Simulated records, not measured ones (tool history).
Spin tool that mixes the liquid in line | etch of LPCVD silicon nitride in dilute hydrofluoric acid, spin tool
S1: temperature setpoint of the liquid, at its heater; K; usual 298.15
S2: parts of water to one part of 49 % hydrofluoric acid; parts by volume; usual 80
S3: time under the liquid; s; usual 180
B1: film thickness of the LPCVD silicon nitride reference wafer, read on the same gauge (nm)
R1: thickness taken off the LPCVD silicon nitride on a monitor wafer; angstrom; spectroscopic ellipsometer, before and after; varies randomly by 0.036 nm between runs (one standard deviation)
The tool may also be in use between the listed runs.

{"run": 1, "day": 0.0, "S1": 300.65, "S2": 80, "S3": 180, "B1": 149.998, "R1": 15.48}
{"run": 2, "day": 0.942, "S1": 300.65, "S2": 80, "S3": 180, "B1": 150.056, "R1": 15.14}
{"run": 3, "day": 1.517, "S1": 298.15, "S2": 80, "S3": 180, "B1": 149.965, "R1": 13.04}
{"run": 4, "day": 2.025, "S1": 298.15, "S2": 80, "S3": 180, "B1": 150.068, "R1": 12.8}
{"run": 5, "day": 2.429, "S1": 298.15, "S2": 80, "S3": 180, "B1": 150.032, "R1": 11.96}
{"run": 6, "day": 2.721, "S1": 299.65, "S2": 80, "S3": 180, "B1": 149.992, "R1": 13.67}
{"day": 2.925, "done": "gauge calibrated"}
{"day": 3.192, "done": "thermometer replaced"}
{"run": 7, "day": 3.242, "S1": 299.65, "S2": 80, "S3": 180, "B1": 150.03, "R1": 14.42}
{"day": 3.483, "done": "hydrofluoric acid flow meter replaced"}
{"run": 8, "day": 3.917, "S1": 299.65, "S2": 80, "S3": 180, "B1": 150.021, "R1": 14.14}
{"run": 9, "day": 4.462, "S1": 298.15, "S2": 80, "S3": 180, "B1": 150.007, "R1": 12.32}
{"run": 10, "day": 5.033, "S1": 298.15, "S2": 110, "S3": 180, "B1": 150.026, "R1": 9.62}
{"run": 11, "day": 5.396, "S1": 298.15, "S2": 80, "S3": 180, "B1": 150.073, "R1": 12.76}
{"run": 12, "day": 5.908, "S1": 301.15, "S2": 95, "S3": 180, "B1": 149.998, "R1": 13.18}
{"run": 13, "day": 6.317, "S1": 299.65, "S2": 45, "S3": 120, "B1": 149.936, "R1": 16.63}
{"run": 14, "day": 7.054, "S1": 295.15, "S2": 95, "S3": 115, "B1": 150.015, "R1": 5.59}
{"run": 15, "day": 7.742, "S1": 293.65, "S2": 50, "S3": 180, "B1": 150.006, "R1": 14.65}
{"run": 16, "day": 8.079, "S1": 298.15, "S2": 60, "S3": 180, "B1": 149.991, "R1": 17.17}

List, for all runs, the conditions of the tool that the log does not record:
liquid hotter than its thermometer reads (K): 0 on each run
hydrofluoric acid flow above the setpoint (%): 0 on each run
gauge reads high (%): 0 on each run
